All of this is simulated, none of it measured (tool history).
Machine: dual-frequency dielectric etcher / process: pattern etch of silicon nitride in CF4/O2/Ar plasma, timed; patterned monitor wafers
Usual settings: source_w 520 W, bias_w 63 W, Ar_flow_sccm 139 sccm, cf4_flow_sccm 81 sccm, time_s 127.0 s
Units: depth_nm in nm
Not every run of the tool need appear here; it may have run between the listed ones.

run,hour,source_w,bias_w,Ar_flow_sccm,cf4_flow_sccm,time_s,"read-back reference wafer on the same gauge, depth_nm",depth_nm
1,0.0,390,63,139,74,127.0,280.1,208.6
2,23.4,520,63,139,81,127.0,279.3,252.3
# hour 33.6: Ar flow controller replaced
3,50.5,430,63,154,81,127.0,279.1,221.5
4,76.1,560,78,139,81,127.0,278.7,281.6
5,98.2,520,63,139,81,127.0,278.0,250.4
6,114.9,430,57,139,81,142.5,277.8,243.0
7,132.0,450,74,123,71,127.0,276.8,240.0
8,164.4,470,71,139,71,148.5,276.4,280.0
# hour 172.4: gauge calibrated
9,182.7,580,63,126,81,127.0,290.3,286.5
10,201.4,520,63,139,89,127.0,290.1,265.7
11,222.0,520,63,139,81,127.0,290.1,260.6
12,247.8,520,63,172,99,157.5,290.5,325.5
13,279.2,520,50,139,81,127.0,290.1,246.3
14,310.3,470,63,122,81,127.0,289.9,248.4
15,337.1,520,53,120,69,127.0,290.2,248.3
16,350.2,520,63,155,62,127.0,290.0,253.4
17,376.1,520,63,139,81,127.0,289.7,262.8
18,400.6,400,63,139,72,127.0,290.0,218.3
19,430.3,520,63,167,81,164.5,289.2,333.9
20,453.6,470,58,139,95,141.5,289.4,270.7
# hour 482.4: wet clean of the chamber
21,482.9,520,53,120,69,127.0,289.7,248.8

Same runs, no hidden state in the tool, same run-to-run variation:
What the log doesn't record here: etch rate over this chamber's usual, %; source power that arrives over what is set, %; bias power that arrives over what is set, %; Ar flow that arrives over what is set, %; CF4 flow that arrives over what is set, %; gauge reads high (%).
run,depth_nm
1,215.9
2,261.6
3,230.2
4,293.2
5,261.2
6,253.9
7,251.1
8,293.8
9,286.3
10,265.5
11,260.4
12,325.3
13,246.2
14,248.4
15,248.4
16,253.5
17,263.0
18,218.6
19,334.5
20,271.3
21,249.5
